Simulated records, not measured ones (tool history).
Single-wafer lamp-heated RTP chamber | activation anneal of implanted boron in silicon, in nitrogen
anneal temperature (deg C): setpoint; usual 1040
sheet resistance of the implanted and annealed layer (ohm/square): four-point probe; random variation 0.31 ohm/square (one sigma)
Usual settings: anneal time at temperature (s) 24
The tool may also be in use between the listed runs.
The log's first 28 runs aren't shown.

run,hour,anneal temperature (deg C),anneal time at temperature (s),wafers since the last listed run,wafers since the last pyrometer calibration,wafers since the reflector plate was cleaned,hours since the gauge calibration,"read-back reference wafer on the same gauge, sheet resistance",sheet resistance of the implanted and annealed layer (ohm/square)
29,758.7,1059,18,345,354,778,408.4,178.78,207.70
30,791.2,1056,17,570,924,1348,440.9,179.06,208.00
31,817.3,1040,24,458,1382,1806,467.0,179.04,208.08
32,838.3,1040,16,368,1751,2175,488.0,179.17,210.01
33,858.4,1040,24,352,2104,2528,508.1,179.41,208.73
34,889.6,1018,12,547,2652,3076,539.3,179.53,212.42
# hour 958.0: pyrometer window cleaned and pyrometer calibrated
35,989.6,1030,38,1615,555,4691,639.3,180.22,208.80
36,1019.2,1016,18,519,1075,5211,668.9,180.52,212.58

Forecast each of these 4 alternatives for the next run:
A,1019.6,1040,35,7,1082,5218,669.3,?,?
B,1019.6,1054,29,7,1082,5218,669.3,?,?
C,1019.6,1069,29,7,1082,5218,669.3,?,?
D,1019.6,1028,24,7,1082,5218,669.3,?,?

run,"read-back reference wafer on the same gauge, sheet resistance",sheet resistance of the implanted and annealed layer (ohm/square)
A,180.55,208.72
B,180.55,208.16
C,180.55,206.92
D,180.55,210.82
Without the tool's hidden state the same runs would have given:
run,sheet resistance of the implanted and annealed layer (ohm/square)
A,205.79
B,205.24
C,204.02
D,207.87
